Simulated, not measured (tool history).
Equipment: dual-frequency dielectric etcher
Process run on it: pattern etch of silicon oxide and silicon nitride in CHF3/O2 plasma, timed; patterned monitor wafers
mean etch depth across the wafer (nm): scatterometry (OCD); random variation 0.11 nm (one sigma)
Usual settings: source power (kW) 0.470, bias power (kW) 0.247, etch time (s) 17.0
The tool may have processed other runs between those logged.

| run | day | source power (kW) | bias power (kW) | etch time (s) | wafers since the last listed run | hours since the last wet clean | hours since the last source power generator calibration | hours since the last bias power generator calibration | hours since the last upper electrode change | hours since the gauge calibration | read-back reference wafer on the same gauge, depth_nm | mean etch depth across the wafer (nm) |
|---|---|---|---|---|---|---|---|---|---|---|---|---|
| 1 | 0.000 | 0.470 | 0.271 | 15.0 | 0 | 234.4 | 2346.3 | 1814.7 | 3991.2 | 678.3 | 28.40 | 23.80 |
| 2 | 3.279 | 0.470 | 0.271 | 15.0 | 874 | 313.1 | 2425.0 | 1893.4 | 4069.9 | 757.0 | 28.40 | 23.74 |
| 3 | 5.067 | 0.470 | 0.247 | 17.0 | 476 | 356.0 | 2467.9 | 1936.3 | 4112.8 | 799.9 | 28.39 | 25.33 |
|  | 8.662 | wet clean of the chamber |
| 4 | 8.683 | 0.470 | 0.247 | 17.0 | 698 | 0.5 | 2554.7 | 2023.1 | 4199.6 | 886.7 | 28.41 | 26.52 |
| 5 | 11.050 | 0.470 | 0.247 | 17.0 | 631 | 57.3 | 2611.5 | 2079.9 | 4256.4 | 943.5 | 28.41 | 26.31 |
| 6 | 15.012 | 0.390 | 0.247 | 17.0 | 1057 | 152.4 | 2706.6 | 2175.0 | 4351.5 | 1038.6 | 28.38 | 23.56 |
| 7 | 17.788 | 0.390 | 0.247 | 17.0 | 740 | 219.0 | 2773.2 | 2241.6 | 4418.1 | 1105.2 | 28.40 | 23.59 |
| 8 | 21.542 | 0.560 | 0.247 | 17.0 | 1001 | 309.1 | 2863.3 | 2331.7 | 4508.2 | 1195.3 | 28.39 | 28.15 |
| 9 | 24.246 | 0.560 | 0.247 | 17.0 | 721 | 374.0 | 2928.2 | 2396.6 | 4573.1 | 1260.2 | 28.38 | 27.92 |
| 10 | 25.850 | 0.560 | 0.247 | 17.0 | 427 | 412.5 | 2966.7 | 2435.1 | 4611.6 | 1298.7 | 28.41 | 27.83 |
|  | 32.517 | wet clean of the chamber |
|  | 34.154 | source power generator calibrated |
| 11 | 37.371 | 0.550 | 0.247 | 20.5 | 2762 | 116.5 | 77.2 | 2711.6 | 4888.1 | 1575.2 | 28.38 | 34.48 |
| 12 | 39.558 | 0.550 | 0.247 | 20.5 | 583 | 169.0 | 129.7 | 2764.1 | 4940.6 | 1627.7 | 28.41 | 34.50 |
|  | 41.696 | upper electrode replaced |
| 13 | 42.292 | 0.470 | 0.247 | 17.0 | 462 | 234.6 | 195.3 | 2829.7 | 14.3 | 1693.3 | 28.39 | 26.09 |
| 14 | 46.425 | 0.470 | 0.247 | 17.0 | 1102 | 333.8 | 294.5 | 2928.9 | 113.5 | 1792.5 | 28.39 | 26.00 |
|  | 51.875 | wet clean of the chamber |
| 15 | 56.196 | 0.510 | 0.226 | 20.5 | 2340 | 103.7 | 529.0 | 3163.4 | 348.0 | 2027.0 | 28.43 | 31.44 |
| 16 | 59.679 | 0.470 | 0.247 | 17.0 | 929 | 187.3 | 612.6 | 3247.0 | 431.6 | 2110.6 | 28.39 | 26.14 |
| 17 | 62.954 | 0.470 | 0.247 | 17.0 | 873 | 265.9 | 691.2 | 3325.6 | 510.2 | 2189.2 | 28.40 | 26.03 |
|  | 65.525 | bias power generator calibrated |
| 18 | 65.988 | 0.430 | 0.274 | 17.0 | 764 | 338.7 | 764.0 | 11.1 | 583.0 | 2262.0 | 28.41 | 25.43 |
|  | 74.858 | wet clean of the chamber |
| 19 | 78.292 | 0.470 | 0.247 | 17.0 | 3015 | 82.4 | 1059.3 | 306.4 | 878.3 | 2557.3 | 28.41 | 25.93 |
|  | 80.225 | gauge calibrated |
| 20 | 81.346 | 0.470 | 0.247 | 17.0 | 814 | 155.7 | 1132.6 | 379.7 | 951.6 | 26.9 | 28.40 | 25.41 |
| 21 | 83.254 | 0.470 | 0.247 | 20.5 | 509 | 201.5 | 1178.4 | 425.5 | 997.4 | 72.7 | 28.44 | 30.55 |
| 22 | 85.404 | 0.540 | 0.247 | 17.0 | 573 | 253.1 | 1230.0 | 477.1 | 1049.0 | 124.3 | 28.40 | 27.27 |
| 23 | 87.854 | 0.470 | 0.247 | 17.0 | 653 | 311.9 | 1288.8 | 535.9 | 1107.8 | 183.1 | 28.41 | 25.23 |
| 24 | 89.746 | 0.570 | 0.247 | 17.0 | 504 | 357.3 | 1334.2 | 581.3 | 1153.2 | 228.5 | 28.41 | 27.80 |
| 25 | 92.292 | 0.410 | 0.191 | 14.0 | 679 | 418.4 | 1395.3 | 642.4 | 1214.3 | 289.6 | 28.37 | 16.62 |
|  | 96.804 | wet clean of the chamber |
| 26 | 96.825 | 0.470 | 0.271 | 15.0 | 942 | 0.5 | 1504.1 | 751.2 | 1323.1 | 398.4 | 28.41 | 24.00 |
| 27 | 98.800 | 0.510 | 0.247 | 21.0 | 526 | 47.9 | 1551.5 | 798.6 | 1370.5 | 445.8 | 28.44 | 33.15 |
| 28 | 102.538 | 0.430 | 0.247 | 17.0 | 997 | 137.6 | 1641.2 | 888.3 | 1460.2 | 535.5 | 28.39 | 24.51 |
| 29 | 104.150 | 0.560 | 0.297 | 13.0 | 430 | 176.3 | 1679.9 | 927.0 | 1498.9 | 574.2 | 28.40 | 23.54 |

Here are 3 independent what-if runs from the current tool condition. What would each one return?
| A | 104.167 | 0.350 | 0.247 | 17.0 | 4 | 176.7 | 1680.3 | 927.4 | 1499.3 | 574.6 | ? | ? |
| B | 104.167 | 0.470 | 0.222 | 17.0 | 4 | 176.7 | 1680.3 | 927.4 | 1499.3 | 574.6 | ? | ? |
| C | 104.167 | 0.470 | 0.212 | 21.5 | 4 | 176.7 | 1680.3 | 927.4 | 1499.3 | 574.6 | ? | ? |

| run | read-back reference wafer on the same gauge, depth_nm | mean etch depth across the wafer (nm) |
|---|---|---|
| A | 28.40 | 21.75 |
| B | 28.40 | 23.97 |
| C | 28.40 | 29.52 |
The same runs, with their run-to-run variation unchanged, on a tool lacking any hidden condition would have given:
| run | mean etch depth across the wafer (nm) |
|---|---|
| A | 22.25 |
| B | 24.52 |
| C | 30.20 |
